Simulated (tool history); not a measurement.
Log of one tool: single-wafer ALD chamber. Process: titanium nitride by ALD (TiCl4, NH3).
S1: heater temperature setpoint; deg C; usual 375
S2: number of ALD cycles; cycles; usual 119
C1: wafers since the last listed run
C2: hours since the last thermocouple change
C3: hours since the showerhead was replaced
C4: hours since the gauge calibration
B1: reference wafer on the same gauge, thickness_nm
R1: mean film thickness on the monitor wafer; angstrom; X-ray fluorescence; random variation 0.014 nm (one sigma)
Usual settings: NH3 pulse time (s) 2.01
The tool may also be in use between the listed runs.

{"run": 1, "day": 0.0, "S1": 363, "S2": 119, "NH3 pulse time (s)": 1.45, "C1": 0, "C2": 737.1, "C3": 4993.9, "C4": 855.8, "B1": 2.721, "R1": 22.73}
{"run": 2, "day": 2.942, "S1": 363, "S2": 119, "NH3 pulse time (s)": 1.45, "C1": 121, "C2": 807.7, "C3": 5064.5, "C4": 926.4, "B1": 2.718, "R1": 22.7}
{"run": 3, "day": 4.417, "S1": 375, "S2": 119, "NH3 pulse time (s)": 1.59, "C1": 61, "C2": 843.1, "C3": 5099.9, "C4": 961.8, "B1": 2.719, "R1": 23.67}
{"run": 4, "day": 5.425, "S1": 375, "S2": 119, "NH3 pulse time (s)": 1.58, "C1": 41, "C2": 867.3, "C3": 5124.1, "C4": 986.0, "B1": 2.719, "R1": 23.66}
{"run": 5, "day": 6.167, "S1": 375, "S2": 119, "NH3 pulse time (s)": 1.58, "C1": 30, "C2": 885.1, "C3": 5141.9, "C4": 1003.8, "B1": 2.718, "R1": 23.62}
{"run": 6, "day": 7.362, "S1": 375, "S2": 100, "NH3 pulse time (s)": 2.01, "C1": 49, "C2": 913.8, "C3": 5170.6, "C4": 1032.5, "B1": 2.72, "R1": 20.2}
{"run": 7, "day": 7.908, "S1": 375, "S2": 100, "NH3 pulse time (s)": 2.01, "C1": 22, "C2": 926.9, "C3": 5183.7, "C4": 1045.6, "B1": 2.717, "R1": 19.98}
{"run": 8, "day": 8.429, "S1": 375, "S2": 119, "NH3 pulse time (s)": 2.01, "C1": 21, "C2": 939.4, "C3": 5196.2, "C4": 1058.1, "B1": 2.72, "R1": 24.06}
{"run": 9, "day": 9.262, "S1": 375, "S2": 119, "NH3 pulse time (s)": 2.01, "C1": 34, "C2": 959.4, "C3": 5216.2, "C4": 1078.1, "B1": 2.717, "R1": 23.83}
{"run": 10, "day": 10.708, "S1": 375, "S2": 119, "NH3 pulse time (s)": 2.01, "C1": 59, "C2": 994.1, "C3": 5250.9, "C4": 1112.8, "B1": 2.724, "R1": 23.82}
{"run": 11, "day": 11.579, "S1": 375, "S2": 119, "NH3 pulse time (s)": 2.01, "C1": 36, "C2": 1015.0, "C3": 5271.8, "C4": 1133.7, "B1": 2.719, "R1": 23.77}
{"day": 14.175, "done": "gauge calibrated"}
{"run": 12, "day": 15.196, "S1": 375, "S2": 119, "NH3 pulse time (s)": 2.01, "C1": 149, "C2": 1101.8, "C3": 5358.6, "C4": 24.5, "B1": 2.722, "R1": 23.54}
{"run": 13, "day": 16.379, "S1": 375, "S2": 119, "NH3 pulse time (s)": 2.01, "C1": 49, "C2": 1130.2, "C3": 5387.0, "C4": 52.9, "B1": 2.718, "R1": 23.8}
{"run": 14, "day": 17.746, "S1": 375, "S2": 119, "NH3 pulse time (s)": 2.01, "C1": 56, "C2": 1163.0, "C3": 5419.8, "C4": 85.7, "B1": 2.717, "R1": 24.0}
{"day": 18.204, "done": "thermocouple changed; heater temperature recalibrated"}
{"run": 15, "day": 19.158, "S1": 375, "S2": 119, "NH3 pulse time (s)": 2.01, "C1": 44, "C2": 22.9, "C3": 5453.7, "C4": 119.6, "B1": 2.717, "R1": 23.75}
{"run": 16, "day": 20.267, "S1": 375, "S2": 119, "NH3 pulse time (s)": 2.01, "C1": 45, "C2": 49.5, "C3": 5480.3, "C4": 146.2, "B1": 2.717, "R1": 24.02}
{"run": 17, "day": 21.325, "S1": 375, "S2": 119, "NH3 pulse time (s)": 2.01, "C1": 43, "C2": 74.9, "C3": 5505.7, "C4": 171.6, "B1": 2.721, "R1": 24.14}
{"run": 18, "day": 22.133, "S1": 375, "S2": 119, "NH3 pulse time (s)": 2.01, "C1": 33, "C2": 94.3, "C3": 5525.1, "C4": 191.0, "B1": 2.72, "R1": 23.79}
{"run": 19, "day": 23.367, "S1": 380, "S2": 137, "NH3 pulse time (s)": 1.8, "C1": 51, "C2": 123.9, "C3": 5554.7, "C4": 220.6, "B1": 2.719, "R1": 27.69}
{"run": 20, "day": 24.096, "S1": 375, "S2": 127, "NH3 pulse time (s)": 1.67, "C1": 30, "C2": 141.4, "C3": 5572.2, "C4": 238.1, "B1": 2.721, "R1": 25.27}
{"run": 21, "day": 25.442, "S1": 388, "S2": 113, "NH3 pulse time (s)": 2.01, "C1": 55, "C2": 173.7, "C3": 5604.5, "C4": 270.4, "B1": 2.721, "R1": 23.04}
{"run": 22, "day": 27.775, "S1": 375, "S2": 96, "NH3 pulse time (s)": 2.01, "C1": 96, "C2": 229.7, "C3": 5660.5, "C4": 326.4, "B1": 2.718, "R1": 19.23}
{"run": 23, "day": 29.15, "S1": 360, "S2": 102, "NH3 pulse time (s)": 2.01, "C1": 56, "C2": 262.7, "C3": 5693.5, "C4": 359.4, "B1": 2.719, "R1": 19.88}
{"day": 29.875, "done": "showerhead replaced"}
{"run": 24, "day": 30.167, "S1": 383, "S2": 111, "NH3 pulse time (s)": 2.69, "C1": 28, "C2": 287.1, "C3": 7.0, "C4": 383.8, "B1": 2.721, "R1": 22.77}
{"run": 25, "day": 30.983, "S1": 375, "S2": 119, "NH3 pulse time (s)": 2.74, "C1": 33, "C2": 306.7, "C3": 26.6, "C4": 403.4, "B1": 2.72, "R1": 24.32}
{"run": 26, "day": 31.875, "S1": 375, "S2": 119, "NH3 pulse time (s)": 2.01, "C1": 36, "C2": 328.1, "C3": 48.0, "C4": 424.8, "B1": 2.717, "R1": 23.84}
{"run": 27, "day": 32.567, "S1": 369, "S2": 142, "NH3 pulse time (s)": 2.01, "C1": 28, "C2": 344.7, "C3": 64.6, "C4": 441.4, "B1": 2.718, "R1": 28.16}
{"run": 28, "day": 33.446, "S1": 375, "S2": 110, "NH3 pulse time (s)": 1.47, "C1": 36, "C2": 365.8, "C3": 85.7, "C4": 462.5, "B1": 2.718, "R1": 21.57}
{"run": 29, "day": 34.529, "S1": 375, "S2": 119, "NH3 pulse time (s)": 2.47, "C1": 44, "C2": 391.8, "C3": 111.7, "C4": 488.5, "B1": 2.718, "R1": 24.31}
{"run": 30, "day": 35.288, "S1": 383, "S2": 105, "NH3 pulse time (s)": 2.01, "C1": 31, "C2": 410.0, "C3": 129.9, "C4": 506.7, "B1": 2.72, "R1": 21.49}
{"run": 31, "day": 36.017, "S1": 379, "S2": 135, "NH3 pulse time (s)": 2.56, "C1": 30, "C2": 427.5, "C3": 147.4, "C4": 524.2, "B1": 2.724, "R1": 27.32}
{"run": 32, "day": 37.425, "S1": 375, "S2": 126, "NH3 pulse time (s)": 2.01, "C1": 58, "C2": 461.3, "C3": 181.2, "C4": 558.0, "B1": 2.722, "R1": 25.37}
{"run": 33, "day": 38.204, "S1": 367, "S2": 119, "NH3 pulse time (s)": 2.01, "C1": 32, "C2": 480.0, "C3": 199.9, "C4": 576.7, "B1": 2.719, "R1": 23.49}
{"run": 34, "day": 39.292, "S1": 375, "S2": 135, "NH3 pulse time (s)": 2.01, "C1": 45, "C2": 506.1, "C3": 226.0, "C4": 602.8, "B1": 2.721, "R1": 27.13}
{"run": 35, "day": 39.954, "S1": 375, "S2": 119, "NH3 pulse time (s)": 2.01, "C1": 27, "C2": 522.0, "C3": 241.9, "C4": 618.7, "B1": 2.721, "R1": 23.88}
{"run": 36, "day": 41.275, "S1": 375, "S2": 119, "NH3 pulse time (s)": 2.5, "C1": 54, "C2": 553.7, "C3": 273.6, "C4": 650.4, "B1": 2.72, "R1": 24.14}
{"run": 37, "day": 42.167, "S1": 375, "S2": 119, "NH3 pulse time (s)": 2.01, "C1": 36, "C2": 575.1, "C3": 295.0, "C4": 671.8, "B1": 2.718, "R1": 23.85}
{"run": 38, "day": 42.692, "S1": 375, "S2": 119, "NH3 pulse time (s)": 2.51, "C1": 21, "C2": 587.7, "C3": 307.6, "C4": 684.4, "B1": 2.717, "R1": 24.13}
{"run": 39, "day": 46.054, "S1": 371, "S2": 136, "NH3 pulse time (s)": 2.58, "C1": 139, "C2": 668.4, "C3": 388.3, "C4": 765.1, "B1": 2.72, "R1": 27.37}

The tool's hidden state at each run:
wafer temperature above the value expected at the setpoint (K): 0 in every run
gauge reads high (%): 0 in every run
